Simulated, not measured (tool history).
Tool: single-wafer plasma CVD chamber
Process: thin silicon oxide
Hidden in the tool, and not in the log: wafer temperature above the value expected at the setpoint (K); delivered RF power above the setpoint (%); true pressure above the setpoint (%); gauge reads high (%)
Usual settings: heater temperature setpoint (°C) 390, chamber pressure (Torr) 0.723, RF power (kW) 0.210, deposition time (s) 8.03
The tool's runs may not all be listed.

| run | hour | heater temperature setpoint (°C) | chamber pressure (Torr) | RF power (kW) | deposition time (s) | wafers since the last listed run | hours since the last thermocouple change | hours since the last RF generator calibration | hours since the last manometer calibration | hours since the showerhead was replaced | hours since the gauge calibration | read-back reference wafer on the same gauge, thickness_nm | mean film thickness on the monitor wafer (nm) |
|---|---|---|---|---|---|---|---|---|---|---|---|---|---|
| 1 | 0.0 | 390 | 0.723 | 0.210 | 8.03 | 0 | 1452.6 | 2056.6 | 1415.6 | 4265.0 | 242.7 | 13.301 | 12.275 |
| 2 | 9.7 | 390 | 0.723 | 0.210 | 8.03 | 357 | 1462.3 | 2066.3 | 1425.3 | 4274.7 | 252.4 | 13.297 | 12.269 |
| 3 | 19.6 | 390 | 0.723 | 0.210 | 8.03 | 364 | 1472.2 | 2076.2 | 1435.2 | 4284.6 | 262.3 | 13.299 | 12.293 |
| 4 | 34.3 | 390 | 0.723 | 0.210 | 8.03 | 541 | 1486.9 | 2090.9 | 1449.9 | 4299.3 | 277.0 | 13.300 | 12.259 |
| 5 | 45.0 | 390 | 0.723 | 0.210 | 8.03 | 393 | 1497.6 | 2101.6 | 1460.6 | 4310.0 | 287.7 | 13.301 | 12.286 |
| 6 | 53.7 | 390 | 0.723 | 0.210 | 8.03 | 320 | 1506.3 | 2110.3 | 1469.3 | 4318.7 | 296.4 | 13.298 | 12.335 |
| 7 | 64.7 | 390 | 0.723 | 0.210 | 8.03 | 405 | 1517.3 | 2121.3 | 1480.3 | 4329.7 | 307.4 | 13.304 | 12.339 |
| 8 | 71.4 | 390 | 0.723 | 0.210 | 8.03 | 246 | 1524.0 | 2128.0 | 1487.0 | 4336.4 | 314.1 | 13.297 | 12.333 |
| 9 | 100.0 | 390 | 0.723 | 0.210 | 8.03 | 1053 | 1552.6 | 2156.6 | 1515.6 | 4365.0 | 342.7 | 13.299 | 12.390 |
| 10 | 109.3 | 390 | 0.723 | 0.210 | 8.03 | 342 | 1561.9 | 2165.9 | 1524.9 | 4374.3 | 352.0 | 13.297 | 12.381 |
| 11 | 116.3 | 390 | 0.723 | 0.210 | 7.15 | 257 | 1568.9 | 2172.9 | 1531.9 | 4381.3 | 359.0 | 13.295 | 11.002 |
| 12 | 122.9 | 390 | 0.723 | 0.210 | 7.15 | 243 | 1575.5 | 2179.5 | 1538.5 | 4387.9 | 365.6 | 13.297 | 11.015 |
| 13 | 137.3 | 390 | 0.723 | 0.210 | 7.15 | 530 | 1589.9 | 2193.9 | 1552.9 | 4402.3 | 380.0 | 13.303 | 11.070 |
| 14 | 146.9 | 390 | 0.723 | 0.210 | 8.03 | 353 | 1599.5 | 2203.5 | 1562.5 | 4411.9 | 389.6 | 13.301 | 12.383 |
| 15 | 156.2 | 395 | 0.673 | 0.245 | 6.53 | 342 | 1608.8 | 2212.8 | 1571.8 | 4421.2 | 398.9 | 13.301 | 9.822 |
| 16 | 168.1 | 390 | 0.723 | 0.210 | 7.15 | 438 | 1620.7 | 2224.7 | 1583.7 | 4433.1 | 410.8 | 13.302 | 11.070 |
| 17 | 175.1 | 377 | 0.723 | 0.210 | 7.38 | 257 | 1627.7 | 2231.7 | 1590.7 | 4440.1 | 417.8 | 13.296 | 11.555 |
| 18 | 191.8 | 390 | 0.723 | 0.195 | 6.46 | 614 | 1644.4 | 2248.4 | 1607.4 | 4456.8 | 434.5 | 13.303 | 9.808 |
| 19 | 202.7 | 395 | 0.677 | 0.190 | 8.03 | 401 | 1655.3 | 2259.3 | 1618.3 | 4467.7 | 445.4 | 13.299 | 11.379 |
| 20 | 212.3 | 390 | 0.723 | 0.210 | 6.50 | 353 | 1664.9 | 2268.9 | 1627.9 | 4477.3 | 455.0 | 13.297 | 10.095 |
|  | 218.1 | gauge calibrated |
|  | 226.7 | RF generator calibrated |
|  | 226.8 | capacitance manometer re-zeroed and calibrated |
|  | 235.1 | showerhead replaced |
| 21 | 235.6 | 390 | 0.723 | 0.210 | 8.03 | 262 | 1688.2 | 8.9 | 8.8 | 0.5 | 17.5 | 13.300 | 11.713 |
| 22 | 237.4 | 384 | 0.632 | 0.235 | 9.18 | 66 | 1690.0 | 10.7 | 10.6 | 2.3 | 19.3 | 13.303 | 12.023 |
|  | 247.9 | thermocouple changed; heater temperature recalibrated |
| 23 | 248.4 | 399 | 0.595 | 0.185 | 7.16 | 110 | 0.5 | 21.7 | 21.6 | 13.3 | 30.3 | 13.303 | 8.217 |
| 24 | 259.6 | 390 | 0.723 | 0.230 | 8.03 | 412 | 11.7 | 32.9 | 32.8 | 24.5 | 41.5 | 13.301 | 11.964 |
| 25 | 270.3 | 390 | 0.723 | 0.210 | 8.03 | 393 | 22.4 | 43.6 | 43.5 | 35.2 | 52.2 | 13.304 | 11.666 |
| 26 | 287.9 | 390 | 0.723 | 0.210 | 8.03 | 648 | 40.0 | 61.2 | 61.1 | 52.8 | 69.8 | 13.297 | 11.664 |
| 27 | 294.7 | 385 | 0.562 | 0.210 | 8.03 | 250 | 46.8 | 68.0 | 67.9 | 59.6 | 76.6 | 13.302 | 9.037 |
| 28 | 309.2 | 390 | 0.723 | 0.210 | 8.03 | 533 | 61.3 | 82.5 | 82.4 | 74.1 | 91.1 | 13.302 | 11.676 |
| 29 | 316.0 | 382 | 0.848 | 0.210 | 8.82 | 250 | 68.1 | 89.3 | 89.2 | 80.9 | 97.9 | 13.303 | 14.934 |
| 30 | 367.7 | 382 | 0.723 | 0.210 | 9.16 | 1903 | 119.8 | 141.0 | 140.9 | 132.6 | 149.6 | 13.298 | 13.407 |

Hidden state or all else? Some run-to-run changes of mean film thickness on the monitor wafer (nm), split into what the settings, what came in and random variation would give without the hidden state, and what is left for the hidden state (with any gauge scatter that isn't in both results):
Run 14 -> 15: heater temperature setpoint (°C) 390 -> 395, chamber pressure (Torr) 0.723 -> 0.673, RF power (kW) 0.210 -> 0.245, deposition time (s) 8.03 -> 6.53. mean film thickness on the monitor wafer (nm) -2.561: hidden state -0.136, all else -2.425.
Run 18 -> 19: heater temperature setpoint (°C) 390 -> 395, chamber pressure (Torr) 0.723 -> 0.677, RF power (kW) 0.195 -> 0.190, deposition time (s) 6.46 -> 8.03. mean film thickness on the monitor wafer (nm) +1.571: hidden state +0.158, all else +1.413.
Run 20 -> 21: deposition time (s) 6.50 -> 8.03, gauge calibrated, RF generator calibrated, capacitance manometer re-zeroed and calibrated, showerhead replaced. mean film thickness on the monitor wafer (nm) +1.618: hidden state -0.633, all else +2.251.
Run 22 -> 23: heater temperature setpoint (°C) 384 -> 399, chamber pressure (Torr) 0.632 -> 0.595, RF power (kW) 0.235 -> 0.185, deposition time (s) 9.18 -> 7.16, thermocouple changed; heater temperature recalibrated. mean film thickness on the monitor wafer (nm) -3.806: hidden state -0.036, all else -3.770.
Run 23 -> 24: heater temperature setpoint (°C) 399 -> 390, chamber pressure (Torr) 0.595 -> 0.723, RF power (kW) 0.185 -> 0.230, deposition time (s) 7.16 -> 8.03. mean film thickness on the monitor wafer (nm) +3.747: hidden state +0.031, all else +3.716.
Run 28 -> 29: heater temperature setpoint (°C) 390 -> 382, chamber pressure (Torr) 0.723 -> 0.848, deposition time (s) 8.03 -> 8.82. mean film thickness on the monitor wafer (nm) +3.258: hidden state +0.006, all else +3.252.
